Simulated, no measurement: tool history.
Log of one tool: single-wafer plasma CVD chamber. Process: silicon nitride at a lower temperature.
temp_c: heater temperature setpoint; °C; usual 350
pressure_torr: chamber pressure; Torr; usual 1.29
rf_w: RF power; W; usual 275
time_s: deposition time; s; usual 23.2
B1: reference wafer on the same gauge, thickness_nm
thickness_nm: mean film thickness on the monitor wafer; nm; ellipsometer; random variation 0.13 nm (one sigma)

run 1 hour=0.0 | temp_c=350 pressure_torr=1.29 rf_w=275 time_s=23.2 | B1=29.394 | thickness_nm=25.087
run 2 hour=19.3 | temp_c=350 pressure_torr=1.29 rf_w=275 time_s=23.2 | B1=29.254 | thickness_nm=25.046
run 3 hour=37.0 | temp_c=350 pressure_torr=1.29 rf_w=275 time_s=23.2 | B1=29.340 | thickness_nm=24.961
run 4 hour=56.8 | temp_c=350 pressure_torr=1.29 rf_w=275 time_s=23.2 | B1=29.282 | thickness_nm=24.892
run 5 hour=82.3 | temp_c=350 pressure_torr=1.29 rf_w=275 time_s=23.2 | B1=29.236 | thickness_nm=25.122
run 6 hour=102.5 | temp_c=350 pressure_torr=1.29 rf_w=275 time_s=23.2 | B1=29.081 | thickness_nm=24.626
run 7 hour=126.1 | temp_c=350 pressure_torr=1.29 rf_w=275 time_s=23.2 | B1=29.135 | thickness_nm=24.863
run 8 hour=160.6 | temp_c=350 pressure_torr=1.29 rf_w=275 time_s=23.2 | B1=29.054 | thickness_nm=24.718
-- hour=180.6 capacitance manometer re-zeroed and calibrated
run 9 hour=187.5 | temp_c=350 pressure_torr=1.29 rf_w=275 time_s=23.2 | B1=29.031 | thickness_nm=24.693
-- hour=236.0 gauge calibrated
run 10 hour=256.5 | temp_c=356 pressure_torr=1.29 rf_w=275 time_s=21.8 | B1=29.792 | thickness_nm=23.858
run 11 hour=282.5 | temp_c=350 pressure_torr=1.29 rf_w=275 time_s=23.2 | B1=29.818 | thickness_nm=25.495
run 12 hour=301.8 | temp_c=350 pressure_torr=1.29 rf_w=275 time_s=23.2 | B1=29.859 | thickness_nm=25.303
-- hour=314.8 showerhead replaced
run 13 hour=320.3 | temp_c=350 pressure_torr=1.29 rf_w=275 time_s=23.2 | B1=29.859 | thickness_nm=25.427
run 14 hour=353.4 | temp_c=357 pressure_torr=0.99 rf_w=275 time_s=26.5 | B1=29.794 | thickness_nm=26.976
-- hour=371.7 thermocouple changed; heater temperature recalibrated
-- hour=385.7 RF generator calibrated
run 15 hour=400.1 | temp_c=350 pressure_torr=1.29 rf_w=275 time_s=23.2 | B1=29.796 | thickness_nm=25.406
run 16 hour=418.4 | temp_c=342 pressure_torr=1.12 rf_w=225 time_s=25.0 | B1=29.806 | thickness_nm=24.746
run 17 hour=441.9 | temp_c=350 pressure_torr=1.56 rf_w=275 time_s=23.2 | B1=29.718 | thickness_nm=26.636

The next listed run, before its measurement:
run 18 hour=463.5 | temp_c=336 pressure_torr=1.03 rf_w=315 time_s=20.0 | B1=? | thickness_nm=?

B1: 29.727
thickness_nm: 22.098 nm
Without the tool's hidden state the same run would have given thickness_nm 22.138 nm.
